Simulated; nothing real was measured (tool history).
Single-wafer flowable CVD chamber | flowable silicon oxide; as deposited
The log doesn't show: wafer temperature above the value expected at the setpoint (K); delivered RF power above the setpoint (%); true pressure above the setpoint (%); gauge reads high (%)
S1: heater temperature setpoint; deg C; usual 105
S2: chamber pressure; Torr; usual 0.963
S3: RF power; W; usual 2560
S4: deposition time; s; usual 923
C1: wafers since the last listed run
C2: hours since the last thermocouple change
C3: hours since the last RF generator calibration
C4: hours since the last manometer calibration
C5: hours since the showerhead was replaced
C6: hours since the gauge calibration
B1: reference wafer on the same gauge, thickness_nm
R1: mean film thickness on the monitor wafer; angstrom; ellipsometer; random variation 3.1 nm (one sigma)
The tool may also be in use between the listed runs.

| run | day | S1 | S2 | S3 | S4 | C1 | C2 | C3 | C4 | C5 | C6 | B1 | R1 |
|---|---|---|---|---|---|---|---|---|---|---|---|---|---|
| 1 | 0.000 | 105 | 0.850 | 2560 | 923 | 0 | 1714.0 | 393.8 | 745.1 | 3188.2 | 1437.6 | 622.415 | 4892.85 |
|  | 3.471 | capacitance manometer re-zeroed and calibrated |
| 2 | 3.621 | 105 | 0.850 | 2560 | 923 | 105 | 1800.9 | 480.7 | 3.6 | 3275.1 | 1524.5 | 623.375 | 4837.00 |
| 3 | 7.642 | 105 | 0.963 | 2560 | 923 | 129 | 1897.4 | 577.2 | 100.1 | 3371.6 | 1621.0 | 622.707 | 5532.27 |
| 4 | 15.158 | 105 | 0.963 | 2560 | 923 | 241 | 2077.8 | 757.6 | 280.5 | 3552.0 | 1801.4 | 623.376 | 5537.93 |
| 5 | 18.454 | 105 | 0.963 | 2560 | 923 | 105 | 2156.9 | 836.7 | 359.6 | 3631.1 | 1880.5 | 622.877 | 5578.43 |
| 6 | 22.554 | 105 | 0.729 | 2760 | 762 | 131 | 2255.3 | 935.1 | 458.0 | 3729.5 | 1978.9 | 623.025 | 3496.74 |
|  | 24.850 | RF generator calibrated |
| 7 | 24.871 | 105 | 0.963 | 2560 | 858 | 63 | 2310.9 | 0.5 | 513.6 | 3785.1 | 2034.5 | 622.891 | 5148.26 |
| 8 | 26.962 | 119 | 0.963 | 2560 | 1075 | 67 | 2361.1 | 50.7 | 563.8 | 3835.3 | 2084.7 | 623.040 | 3927.22 |
| 9 | 28.496 | 105 | 0.963 | 2560 | 923 | 49 | 2397.9 | 87.5 | 600.6 | 3872.1 | 2121.5 | 622.650 | 5601.72 |
|  | 31.538 | thermocouple changed; heater temperature recalibrated |
| 10 | 32.483 | 105 | 0.963 | 2560 | 923 | 117 | 22.7 | 183.2 | 696.3 | 3967.8 | 2217.2 | 622.873 | 5599.13 |
| 11 | 36.004 | 105 | 0.963 | 2560 | 923 | 113 | 107.2 | 267.7 | 780.8 | 4052.3 | 2301.7 | 622.630 | 5553.89 |
| 12 | 39.408 | 101 | 0.963 | 2720 | 1076 | 109 | 188.9 | 349.4 | 862.5 | 4134.0 | 2383.4 | 623.207 | 7609.96 |
| 13 | 42.692 | 105 | 0.963 | 2560 | 923 | 105 | 267.7 | 428.2 | 941.3 | 4212.8 | 2462.2 | 622.608 | 5601.31 |
|  | 45.717 | capacitance manometer re-zeroed and calibrated |
| 14 | 46.025 | 105 | 0.963 | 2335 | 923 | 96 | 347.7 | 508.2 | 7.4 | 4292.8 | 2542.2 | 622.773 | 5503.24 |
|  | 49.458 | showerhead replaced |
| 15 | 49.479 | 105 | 0.963 | 2415 | 923 | 100 | 430.6 | 591.1 | 90.3 | 0.5 | 2625.1 | 622.933 | 5527.68 |
| 16 | 52.462 | 105 | 0.963 | 2560 | 923 | 95 | 502.2 | 662.7 | 161.9 | 72.1 | 2696.7 | 622.134 | 5530.07 |
|  | 52.871 | gauge calibrated |
| 17 | 55.242 | 105 | 0.804 | 2560 | 923 | 89 | 568.9 | 729.4 | 228.6 | 138.8 | 56.9 | 623.287 | 4635.52 |
|  | 62.367 | RF generator calibrated |
| 18 | 66.767 | 105 | 1.150 | 2560 | 923 | 359 | 845.5 | 105.6 | 505.2 | 415.4 | 333.5 | 623.070 | 6631.09 |
| 19 | 70.575 | 95 | 1.199 | 2980 | 923 | 122 | 936.9 | 197.0 | 596.6 | 506.8 | 424.9 | 622.766 | 10198.85 |
| 20 | 74.733 | 105 | 0.831 | 2560 | 923 | 133 | 1036.7 | 296.8 | 696.4 | 606.6 | 524.7 | 622.660 | 4777.11 |
| 21 | 78.971 | 115 | 0.797 | 2560 | 923 | 136 | 1138.4 | 398.5 | 798.1 | 708.3 | 626.4 | 623.233 | 3193.18 |
|  | 80.004 | capacitance manometer re-zeroed and calibrated |
| 22 | 81.829 | 97 | 1.088 | 2560 | 923 | 81 | 1207.0 | 467.1 | 43.8 | 776.9 | 695.0 | 621.496 | 8401.98 |
| 23 | 86.271 | 105 | 0.963 | 2560 | 923 | 142 | 1313.6 | 573.7 | 150.4 | 883.5 | 801.6 | 623.066 | 5563.31 |
| 24 | 88.308 | 105 | 0.963 | 2070 | 1088 | 65 | 1362.5 | 622.6 | 199.3 | 932.4 | 850.5 | 623.208 | 6277.43 |
| 25 | 91.508 | 105 | 0.963 | 2445 | 923 | 102 | 1439.3 | 699.4 | 276.1 | 1009.2 | 927.3 | 623.125 | 5533.64 |
| 26 | 95.442 | 105 | 0.963 | 2870 | 923 | 126 | 1533.7 | 793.8 | 370.5 | 1103.6 | 1021.7 | 623.236 | 5670.19 |
|  | 97.296 | RF generator calibrated |
| 27 | 97.850 | 105 | 0.845 | 2955 | 1102 | 66 | 1591.5 | 13.3 | 428.3 | 1161.4 | 1079.5 | 622.841 | 5873.25 |
| 28 | 99.567 | 115 | 0.748 | 2950 | 923 | 55 | 1632.7 | 54.5 | 469.5 | 1202.6 | 1120.7 | 622.804 | 3025.78 |

Hidden state at the last listed run before each entry between runs and at the first one after, where it differs:
Between runs 1 and 2: capacitance manometer re-zeroed and calibrated (day 3.471)
  no hidden state differs between the two runs
Between runs 6 and 7: RF generator calibrated (day 24.850)
  no hidden state differs between the two runs
Between runs 9 and 10: thermocouple changed; heater temperature recalibrated (day 31.538)
  no hidden state differs between the two runs
Between runs 13 and 14: capacitance manometer re-zeroed and calibrated (day 45.717)
  no hidden state differs between the two runs
Between runs 14 and 15: showerhead replaced (day 49.458)
  no hidden state differs between the two runs
Between runs 16 and 17: gauge calibrated (day 52.871)
  no hidden state differs between the two runs
Between runs 17 and 18: RF generator calibrated (day 62.367)
  no hidden state differs between the two runs
Between runs 21 and 22: capacitance manometer re-zeroed and calibrated (day 80.004)
  no hidden state differs between the two runs
Between runs 26 and 27: RF generator calibrated (day 97.296)
  no hidden state differs between the two runs
